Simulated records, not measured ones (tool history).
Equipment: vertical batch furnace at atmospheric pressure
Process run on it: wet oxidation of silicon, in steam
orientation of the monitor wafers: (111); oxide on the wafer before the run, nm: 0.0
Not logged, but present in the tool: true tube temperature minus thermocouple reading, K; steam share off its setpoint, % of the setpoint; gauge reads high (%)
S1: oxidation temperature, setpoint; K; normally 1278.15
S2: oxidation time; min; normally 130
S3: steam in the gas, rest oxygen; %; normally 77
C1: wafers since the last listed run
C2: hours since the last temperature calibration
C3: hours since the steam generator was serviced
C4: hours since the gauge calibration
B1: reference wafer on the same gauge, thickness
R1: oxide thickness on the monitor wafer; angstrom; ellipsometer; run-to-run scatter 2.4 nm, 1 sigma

Run 1, hour 0: usual settings but S3 84 %; C1 0; C2 442; C3 2567.2; C4 572.2; B1 603.74. Result: R1 6900.7 angstrom.
Run 2, hour 69.4: usual settings but S3 84 %; C1 459; C2 511.4; C3 2636.6; C4 641.6; B1 602.18. Result: R1 6869.7 angstrom.
Run 3, hour 176.4: usual settings but S3 84 %; C1 708; C2 618.4; C3 2743.6; C4 748.6; B1 600.44. Result: R1 6830.6 angstrom.
Run 4, hour 245.5: usual settings but S3 80 %; C1 457; C2 687.5; C3 2812.7; C4 817.7; B1 598.62. Result: R1 6608.8 angstrom.
Run 5, hour 334.8: usual settings; C1 590; C2 776.8; C3 2902; C4 907; B1 596.03. Result: R1 6453.5 angstrom.
Run 6, hour 379.7: usual settings; C1 297; C2 821.7; C3 2946.9; C4 951.9; B1 594.32. Result: R1 6440.4 angstrom.
Run 7, hour 481: usual settings; C1 670; C2 923; C3 3048.2; C4 1053.2; B1 591.47. Result: R1 6435.8 angstrom.
Run 8, hour 584.1: usual settings; C1 682; C2 1026.1; C3 3151.3; C4 1156.3; B1 589.99. Result: R1 6385.3 angstrom.
At hour 636.6: gauge calibrated.
Run 9, hour 664.6: usual settings; C1 532; C2 1106.6; C3 3231.8; C4 28; B1 618.99. Result: R1 6685.7 angstrom.
Run 10, hour 740.9: usual settings; C1 504; C2 1182.9; C3 3308.1; C4 104.3; B1 615.84. Result: R1 6631.6 angstrom.
Run 11, hour 818: usual settings; C1 510; C2 1260; C3 3385.2; C4 181.4; B1 613.68. Result: R1 6682.6 angstrom.
Run 12, hour 922.7: usual settings; C1 692; C2 1364.7; C3 3489.9; C4 286.1; B1 612.09. Result: R1 6584.8 angstrom.
Run 13, hour 988.6: usual settings; C1 436; C2 1430.6; C3 3555.8; C4 352; B1 609.61. Result: R1 6600 angstrom.
Run 14, hour 1036.3: usual settings but S1 1269.15 K, S2 96.5 min, S3 83 %; C1 315; C2 1478.3; C3 3603.5; C4 399.7; B1 608.12. Result: R1 5508.6 angstrom.

Run 15 comes next. What will it give?
Run 15, hour 1097.3: usual settings but S2 105 min; C1 403; C2 1539.3; C3 3664.5; C4 460.7; B1 ?. Result: R1 ?.

Run 15 gave B1 607.3, R1 5842 angstrom.
Had the tool carried no hidden state, the very same run would have given R1 5975 angstrom.
